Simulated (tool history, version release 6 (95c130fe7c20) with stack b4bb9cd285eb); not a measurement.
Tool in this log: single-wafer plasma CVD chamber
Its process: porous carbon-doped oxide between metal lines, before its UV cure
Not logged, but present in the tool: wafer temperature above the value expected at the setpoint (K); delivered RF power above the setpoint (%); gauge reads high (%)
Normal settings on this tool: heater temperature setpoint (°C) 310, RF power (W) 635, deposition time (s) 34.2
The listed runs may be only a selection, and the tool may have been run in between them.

run,day,heater temperature setpoint (°C),RF power (W),deposition time (s),wafers since the last listed run,hours since the last thermocouple change,hours since the last RF generator calibration,hours since the showerhead was replaced,hours since the gauge calibration,"read-back reference wafer on the same gauge, thickness_nm",mean film thickness on the monitor wafer (Å)
1,0.000,310,635,34.2,0,2211.8,1992.5,2647.4,106.7,207.757,2140.58
2,1.192,310,635,34.2,779,2240.4,2021.1,2676.0,135.3,208.157,2141.21
3,2.150,310,635,34.2,626,2263.4,2044.1,2699.0,158.3,208.499,2148.46
4,2.875,310,635,34.2,474,2280.8,2061.5,2716.4,175.7,208.861,2141.53
5,4.342,310,635,34.2,959,2316.0,2096.7,2751.6,210.9,208.762,2147.58
6,5.150,310,635,34.2,528,2335.4,2116.1,2771.0,230.3,209.271,2148.56
7,8.246,310,635,34.2,2024,2409.7,2190.4,2845.3,304.6,209.627,2158.39
8,9.000,310,635,37.0,493,2427.8,2208.5,2863.4,322.7,209.781,2320.70
9,9.842,310,635,37.4,550,2448.0,2228.7,2883.6,342.9,209.592,2353.55
10,10.658,310,635,37.4,534,2467.6,2248.3,2903.2,362.5,209.763,2346.38
# day 11.708: showerhead replaced
# day 13.479: RF generator calibrated
11,13.500,310,635,37.4,1422,2535.8,0.5,43.0,430.7,209.963,2350.57
12,14.050,310,635,34.2,359,2549.0,13.7,56.2,443.9,210.176,2160.76
# day 14.483: thermocouple changed; heater temperature recalibrated
13,15.496,310,635,34.2,727,24.3,48.4,90.9,478.6,210.305,2164.03
14,16.821,321,695,34.2,866,56.1,80.2,122.7,510.4,210.082,2179.69
15,18.154,301,635,37.5,872,88.1,112.2,154.7,542.4,210.107,2486.10
16,19.408,310,635,34.2,820,118.2,142.3,184.8,572.5,210.036,2179.48
17,20.154,315,510,28.6,487,136.1,160.2,202.7,590.4,210.241,1531.37
# day 20.579: gauge calibrated
18,21.442,310,535,27.7,842,167.0,191.1,233.6,20.7,205.954,1541.40
19,21.967,310,635,37.4,343,179.6,203.7,246.2,33.3,206.425,2326.05
20,22.554,310,635,34.2,384,193.7,217.8,260.3,47.4,206.545,2126.00
21,23.575,310,550,30.2,667,218.2,242.3,284.8,71.9,207.437,1711.49
22,24.354,310,675,34.2,509,236.9,261.0,303.5,90.6,207.210,2223.56
23,25.012,310,700,37.1,430,252.7,276.8,319.3,106.4,207.805,2469.24
24,26.462,310,570,34.2,948,287.5,311.6,354.1,141.2,208.136,1987.01
25,26.979,304,740,31.8,337,299.9,324.0,366.5,153.6,208.363,2281.53
26,27.738,320,635,34.2,496,318.1,342.2,384.7,171.8,208.395,2038.52

Each row is a separate what-if for the run after 26, all from the same tool condition, not one after another. Results?
A,27.754,310,635,34.2,10,318.5,342.6,385.1,172.2,?,?
B,27.754,310,635,29.8,10,318.5,342.6,385.1,172.2,?,?
C,27.754,324,740,31.2,10,318.5,342.6,385.1,172.2,?,?
D,27.754,310,520,37.3,10,318.5,342.6,385.1,172.2,?,?

run,"read-back reference wafer on the same gauge, thickness_nm",mean film thickness on the monitor wafer (Å)
A,208.533,2139.81
B,208.533,1871.96
C,208.533,2020.46
D,208.533,2035.12
Had the tool no hidden state, the same runs would have come out as:
run,mean film thickness on the monitor wafer (Å)
A,2114.77
B,1850.06
C,1996.82
D,2011.31
